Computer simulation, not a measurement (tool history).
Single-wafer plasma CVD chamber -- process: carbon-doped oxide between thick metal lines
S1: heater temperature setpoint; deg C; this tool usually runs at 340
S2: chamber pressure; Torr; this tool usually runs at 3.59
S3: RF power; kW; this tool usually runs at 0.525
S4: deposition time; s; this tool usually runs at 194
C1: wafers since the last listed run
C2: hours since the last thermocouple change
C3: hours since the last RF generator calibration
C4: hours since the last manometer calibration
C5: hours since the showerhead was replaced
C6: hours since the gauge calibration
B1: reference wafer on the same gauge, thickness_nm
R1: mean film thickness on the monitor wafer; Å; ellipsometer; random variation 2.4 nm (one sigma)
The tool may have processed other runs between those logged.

run   hour   S1    S2     S3   S4   C1      C2      C3      C4      C5     C6       B1       R1
  1    0.0  340  3.59  0.525  194    0  1553.2  1775.7  1674.7  6155.7  336.1  910.345  8820.34
  2   71.4  340  3.59  0.525  194  745  1624.6  1847.1  1746.1  6227.1  407.5  914.291  8805.74
  3  105.2  340  3.59  0.525  194  352  1658.4  1880.9  1779.9  6260.9  441.3  916.594  8825.81
  4  117.4  340  3.59  0.525  194  127  1670.6  1893.1  1792.1  6273.1  453.5  917.628  8845.20
  5  131.9  340  3.59  0.525  194  151  1685.1  1907.6  1806.6  6287.6  468.0  918.053  8943.58
  6  160.5  340  3.59  0.525  194  298  1713.7  1936.2  1835.2  6316.2  496.6  919.718  8902.30
     165.9  -- gauge calibrated
  7  249.7  340  3.59  0.525  194  931  1802.9  2025.4  1924.4  6405.4   83.8  907.067  8752.09
  8  261.9  340  3.59  0.525  184  127  1815.1  2037.6  1936.6  6417.6   96.0  907.180  8328.33
  9  288.1  340  3.59  0.525  184  273  1841.3  2063.8  1962.8  6443.8  122.2  908.036  8347.32
     341.8  -- RF generator calibrated
     351.2  -- capacitance manometer re-zeroed and calibrated
 10  356.0  340  3.59  0.525  184  541  1909.2    14.2     4.8  6511.7  190.1  909.114  8334.33
 11  387.9  340  3.59  0.575  194  333  1941.1    46.1    36.7  6543.6  222.0  909.573  9086.42
 12  403.8  333  3.59  0.525  194  166  1957.0    62.0    52.6  6559.5  237.9  911.070  9055.89
 13  420.8  340  3.59  0.525  194  177  1974.0    79.0    69.6  6576.5  254.9  911.655  8793.38
 14  452.1  340  4.43  0.480  194  326  2005.3   110.3   100.9  6607.8  286.2  912.545  8900.28
     467.3  -- showerhead replaced
 15  475.4  340  3.59  0.525  194  159  2028.6   133.6   124.2     8.1  309.5  913.583  8854.56

The next listed run, before its measurement:
     492.6  -- thermocouple changed; heater temperature recalibrated
 16  506.6  340  3.13  0.525  228  242  14.0  164.8  155.4  39.3  340.7   ?   ?

Run 16 produced B1 915.264, R1 10188.43 Å.
Had the tool carried no hidden state, the very same run would have given R1 10067.42 Å.
